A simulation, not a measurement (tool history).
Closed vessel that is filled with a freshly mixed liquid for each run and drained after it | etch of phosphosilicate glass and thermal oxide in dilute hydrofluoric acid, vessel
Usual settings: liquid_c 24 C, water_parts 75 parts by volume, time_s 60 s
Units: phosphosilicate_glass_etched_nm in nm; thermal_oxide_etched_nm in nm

run     day  liquid_c  water_parts  time_s  read-back film thickness of the phosphosilicate glass reference wafer, read on the same gauge (nm)  read-back film thickness of the thermal oxide reference wafer, read on the same gauge (nm)  phosphosilicate_glass_etched_nm  thermal_oxide_etched_nm
  1       0        24           75      45                                                                                               79.99                                                                                     140.034                           113.74                    3.354
  2   0.667        24           75      45                                                                                               79.99                                                                                     139.942                           114.18                     3.32
  3   1.338        24           75      60                                                                                               79.96                                                                                     139.992                           150.62                    4.428
  4   2.017      20.5           75      60                                                                                               79.99                                                                                         140                           133.56                    3.913
  5   2.429      20.5           75      60                                                                                                  80                                                                                      140.02                           130.94                    3.884
  6   2.717      20.5           75      60                                                                                               80.01                                                                                     139.942                           132.49                    3.898
  7   3.162        24           75      60                                                                                               80.01                                                                                     139.977                           150.66                    4.485
  8   3.792        24           75      60                                                                                                  80                                                                                     140.011                           152.26                    4.468
  9   4.096      27.5           75      60                                                                                               80.03                                                                                     140.001                           174.78                    5.166
      4.196  -- thermometer replaced
 10   4.746      27.5           75      60                                                                                                  80                                                                                     140.011                           176.36                    5.149
 11    5.15        29           75      90                                                                                               79.99                                                                                     140.012                           280.44                    8.248
 12   5.646      21.5           75      40                                                                                               80.03                                                                                     140.023                            92.98                    2.706
 13   6.246        27           60      35                                                                                               79.99                                                                                     140.009                           128.34                    3.781
 14   6.662      22.5           75      85                                                                                               79.99                                                                                     139.985                           204.58                    6.049
 15   7.346        24           75      60                                                                                               79.98                                                                                     140.028                           154.42                     4.58
 16   8.092        24           75      60                                                                                                  80                                                                                     140.027                            154.6                    4.508
 17   8.446        24           75      60                                                                                               80.01                                                                                     139.997                           155.77                    4.581
 18   8.896      21.5          110      60                                                                                               80.01                                                                                     140.008                            92.19                    2.699
      9.183  -- gauge calibrated
 19   9.296        24           60      45                                                                                                  80                                                                                     140.033                           148.25                    4.377
      9.683  -- hydrofluoric acid flow meter replaced
 20  11.283      20.5           50      30                                                                                               80.03                                                                                     139.981                            94.19                    2.738
 21  11.596        24           75      45                                                                                               80.01                                                                                      139.97                           106.27                     3.13
 22  12.217        24           75      60                                                                                                  80                                                                                     140.027                           141.05                    4.151
 23  12.825        27          110      75                                                                                               80.03                                                                                     140.046                           130.19                    3.793
 24  13.383        24           75      40                                                                                               79.98                                                                                     140.037                            94.77                    2.775
 25  14.492        26           75      60                                                                                               80.02                                                                                     139.974                            153.7                    4.501

5 ways to go on from here, each from the tool as it stands after run 25. What would each give?
  A  14.521        24           75      35                                                                                                   ?                                                                                           ?                                ?                        ?
  B  14.521      19.5          110      85                                                                                                   ?                                                                                           ?                                ?                        ?
  C  14.521        26           45      80                                                                                                   ?                                                                                           ?                                ?                        ?
  D  14.521        28           85      45                                                                                                   ?                                                                                           ?                                ?                        ?
  E  14.521      27.5           55      60                                                                                                   ?                                                                                           ?                                ?                        ?

run  read-back film thickness of the phosphosilicate glass reference wafer, read on the same gauge (nm)  read-back film thickness of the thermal oxide reference wafer, read on the same gauge (nm)  phosphosilicate_glass_etched_nm  thermal_oxide_etched_nm
  A                                                                                               79.99                                                                                     140.018                            83.46                     2.42
  B                                                                                               79.99                                                                                     140.018                           110.52                    3.205
  C                                                                                               79.99                                                                                     140.018                           358.49                   10.397
  D                                                                                               79.99                                                                                     140.018                           109.51                    3.176
  E                                                                                               79.99                                                                                     140.018                            230.5                    6.685
Without the tool's hidden state the same runs would have given:
run  phosphosilicate_glass_etched_nm  thermal_oxide_etched_nm
  A                            80.43                    2.333
  B                           106.43                    3.087
  C                           345.89                   10.031
  D                           105.46                    3.058
  E                           222.29                    6.447

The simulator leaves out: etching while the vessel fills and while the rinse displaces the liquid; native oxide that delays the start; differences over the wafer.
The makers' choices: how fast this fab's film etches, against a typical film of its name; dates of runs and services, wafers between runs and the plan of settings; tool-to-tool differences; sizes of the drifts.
